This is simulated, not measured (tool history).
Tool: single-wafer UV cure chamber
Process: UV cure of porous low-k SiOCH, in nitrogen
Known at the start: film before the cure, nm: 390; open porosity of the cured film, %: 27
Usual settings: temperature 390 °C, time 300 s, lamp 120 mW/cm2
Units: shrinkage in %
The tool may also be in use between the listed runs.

{"run": 1, "hour": 0.0, "temperature": 390, "time": 300, "lamp": 120, "shrinkage": 14.362}
{"run": 2, "hour": 44.5, "temperature": 390, "time": 300, "lamp": 120, "shrinkage": 14.539}
{"run": 3, "hour": 76.0, "temperature": 390, "time": 300, "lamp": 120, "shrinkage": 14.422}
{"run": 4, "hour": 110.7, "temperature": 385, "time": 300, "lamp": 120, "shrinkage": 14.61}
{"run": 5, "hour": 126.9, "temperature": 385, "time": 300, "lamp": 120, "shrinkage": 14.704}
{"run": 6, "hour": 139.4, "temperature": 385, "time": 300, "lamp": 120, "shrinkage": 14.668}
{"run": 7, "hour": 171.9, "temperature": 390, "time": 300, "lamp": 91, "shrinkage": 13.419}
{"run": 8, "hour": 204.4, "temperature": 390, "time": 300, "lamp": 91, "shrinkage": 13.092}
{"run": 9, "hour": 219.0, "temperature": 390, "time": 300, "lamp": 110, "shrinkage": 14.217}
{"run": 10, "hour": 253.3, "temperature": 390, "time": 300, "lamp": 110, "shrinkage": 13.951}
{"run": 11, "hour": 277.1, "temperature": 390, "time": 300, "lamp": 120, "shrinkage": 14.707}
{"run": 12, "hour": 294.9, "temperature": 390, "time": 300, "lamp": 120, "shrinkage": 14.585}
{"hour": 317.4, "done": "UV bulbs replaced"}
{"run": 13, "hour": 323.6, "temperature": 390, "time": 300, "lamp": 120, "shrinkage": 14.463}
{"run": 14, "hour": 337.1, "temperature": 390, "time": 300, "lamp": 96, "shrinkage": 13.614}
{"run": 15, "hour": 356.3, "temperature": 390, "time": 300, "lamp": 96, "shrinkage": 13.608}
{"run": 16, "hour": 375.9, "temperature": 390, "time": 300, "lamp": 96, "shrinkage": 13.686}
{"run": 17, "hour": 392.4, "temperature": 395, "time": 300, "lamp": 135, "shrinkage": 15.144}
{"run": 18, "hour": 413.2, "temperature": 396, "time": 300, "lamp": 120, "shrinkage": 14.45}
{"run": 19, "hour": 445.8, "temperature": 371, "time": 395, "lamp": 98, "shrinkage": 14.437}
{"run": 20, "hour": 471.0, "temperature": 373, "time": 300, "lamp": 91, "shrinkage": 12.812}
{"run": 21, "hour": 486.0, "temperature": 379, "time": 460, "lamp": 143, "shrinkage": 17.634}
{"run": 22, "hour": 510.7, "temperature": 390, "time": 300, "lamp": 120, "shrinkage": 14.563}
{"run": 23, "hour": 540.4, "temperature": 390, "time": 395, "lamp": 105, "shrinkage": 15.191}
{"run": 24, "hour": 563.4, "temperature": 382, "time": 150, "lamp": 142, "shrinkage": 11.949}
{"run": 25, "hour": 588.4, "temperature": 390, "time": 300, "lamp": 120, "shrinkage": 14.316}
{"hour": 622.6, "done": "quartz window cleaned"}
{"run": 26, "hour": 623.1, "temperature": 383, "time": 245, "lamp": 104, "shrinkage": 12.985}
{"run": 27, "hour": 634.1, "temperature": 380, "time": 455, "lamp": 138, "shrinkage": 17.288}
{"run": 28, "hour": 649.8, "temperature": 390, "time": 185, "lamp": 150, "shrinkage": 13.153}
{"run": 29, "hour": 668.3, "temperature": 390, "time": 350, "lamp": 120, "shrinkage": 14.994}
{"run": 30, "hour": 691.7, "temperature": 396, "time": 300, "lamp": 104, "shrinkage": 13.821}
{"run": 31, "hour": 704.3, "temperature": 370, "time": 355, "lamp": 120, "shrinkage": 14.588}
{"run": 32, "hour": 729.3, "temperature": 390, "time": 170, "lamp": 109, "shrinkage": 11.568}
{"run": 33, "hour": 758.1, "temperature": 390, "time": 300, "lamp": 151, "shrinkage": 15.175}
{"run": 34, "hour": 793.8, "temperature": 390, "time": 300, "lamp": 120, "shrinkage": 14.504}
{"run": 35, "hour": 828.4, "temperature": 390, "time": 300, "lamp": 91, "shrinkage": 13.095}
{"run": 36, "hour": 857.9, "temperature": 390, "time": 300, "lamp": 120, "shrinkage": 14.696}
{"run": 37, "hour": 870.8, "temperature": 409, "time": 300, "lamp": 145, "shrinkage": 15.768}

Forecast each of these 5 alternatives for the next run:
{"run": "A", "hour": 871.3, "temperature": 390, "time": 300, "lamp": 82, "shrinkage": "?"}
{"run": "B", "hour": 871.3, "temperature": 390, "time": 300, "lamp": 149, "shrinkage": "?"}
{"run": "C", "hour": 871.3, "temperature": 379, "time": 190, "lamp": 81, "shrinkage": "?"}
{"run": "D", "hour": 871.3, "temperature": 400, "time": 300, "lamp": 139, "shrinkage": "?"}
{"run": "E", "hour": 871.3, "temperature": 390, "time": 300, "lamp": 103, "shrinkage": "?"}

run=A shrinkage=12.674
run=B shrinkage=15.599
run=C shrinkage=10.280
run=D shrinkage=15.447
run=E shrinkage=13.774
Without the tool's hidden state the same runs would have given:
run=A shrinkage=12.674
run=B shrinkage=15.599
run=C shrinkage=10.280
run=D shrinkage=15.447
run=E shrinkage=13.774
